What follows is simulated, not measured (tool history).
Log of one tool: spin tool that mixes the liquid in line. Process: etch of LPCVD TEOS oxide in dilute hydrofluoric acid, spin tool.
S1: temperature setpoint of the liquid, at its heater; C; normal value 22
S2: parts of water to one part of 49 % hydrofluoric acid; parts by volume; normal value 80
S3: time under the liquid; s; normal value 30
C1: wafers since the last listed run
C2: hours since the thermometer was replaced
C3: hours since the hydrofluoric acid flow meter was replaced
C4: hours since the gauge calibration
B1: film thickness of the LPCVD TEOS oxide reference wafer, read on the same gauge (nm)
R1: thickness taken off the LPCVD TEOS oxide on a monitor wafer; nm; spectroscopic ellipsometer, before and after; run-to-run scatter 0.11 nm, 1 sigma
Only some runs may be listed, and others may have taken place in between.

run,hour,S1,S2,S3,C1,C2,C3,C4,B1,R1
1,0,22,105,30,0,188.7,47.6,552.5,120.03,14.06
2,93,22,80,30,1051,281.7,140.6,645.5,119.95,19.13
3,129.5,22,80,30,412,318.2,177.1,682,120.02,19.17
4,245.8,22,80,30,1314,434.5,293.4,798.3,120.01,19.09
5,321.7,22,80,30,858,510.4,369.3,874.2,119.99,19.39
# hour 526.5: gauge calibrated
6,577.6,22,80,30,2893,766.3,625.2,51.1,119.99,19.68
7,678.8,22,80,30,1144,867.5,726.4,152.3,119.98,19.68
# hour 681.1: thermometer replaced
8,726.5,22,80,30,527,45.4,774.1,200,119.96,18.81
9,781.6,22,80,30,622,100.5,829.2,255.1,120,18.94
10,851.9,27,80,15,794,170.8,899.5,325.4,120.02,11.54
11,951.2,22,80,30,1122,270.1,998.8,424.7,119.99,19.04
# hour 1025: hydrofluoric acid flow meter replaced
12,1040.6,22,80,35,999,359.5,15.6,514.1,120,22.34
13,1083.2,18,80,30,481,402.1,58.2,556.7,120,16.45
14,1167.2,23.5,60,15,949,486.1,142.2,640.7,120.05,14.04
15,1229.6,19.5,55,20,705,548.5,204.6,703.1,119.99,17.66
16,1282.9,20.5,90,30,602,601.8,257.9,756.4,120.01,16.2
17,1342.9,20.5,90,30,678,661.8,317.9,816.4,120.02,16.22

Below are 3 alternative next runs, each starting from the tool's condition after run 17. Predict each:
A,1343.3,22,80,30,4,662.2,318.3,816.8,?,?
B,1343.3,18,65,30,4,662.2,318.3,816.8,?,?
C,1343.3,26,80,20,4,662.2,318.3,816.8,?,?

run,B1,R1
A,120.04,19.67
B,120.04,20.89
C,120.04,15.37
Without the tool's hidden state the same runs would have given:
run,R1
A,18.69
B,19.8
C,14.64

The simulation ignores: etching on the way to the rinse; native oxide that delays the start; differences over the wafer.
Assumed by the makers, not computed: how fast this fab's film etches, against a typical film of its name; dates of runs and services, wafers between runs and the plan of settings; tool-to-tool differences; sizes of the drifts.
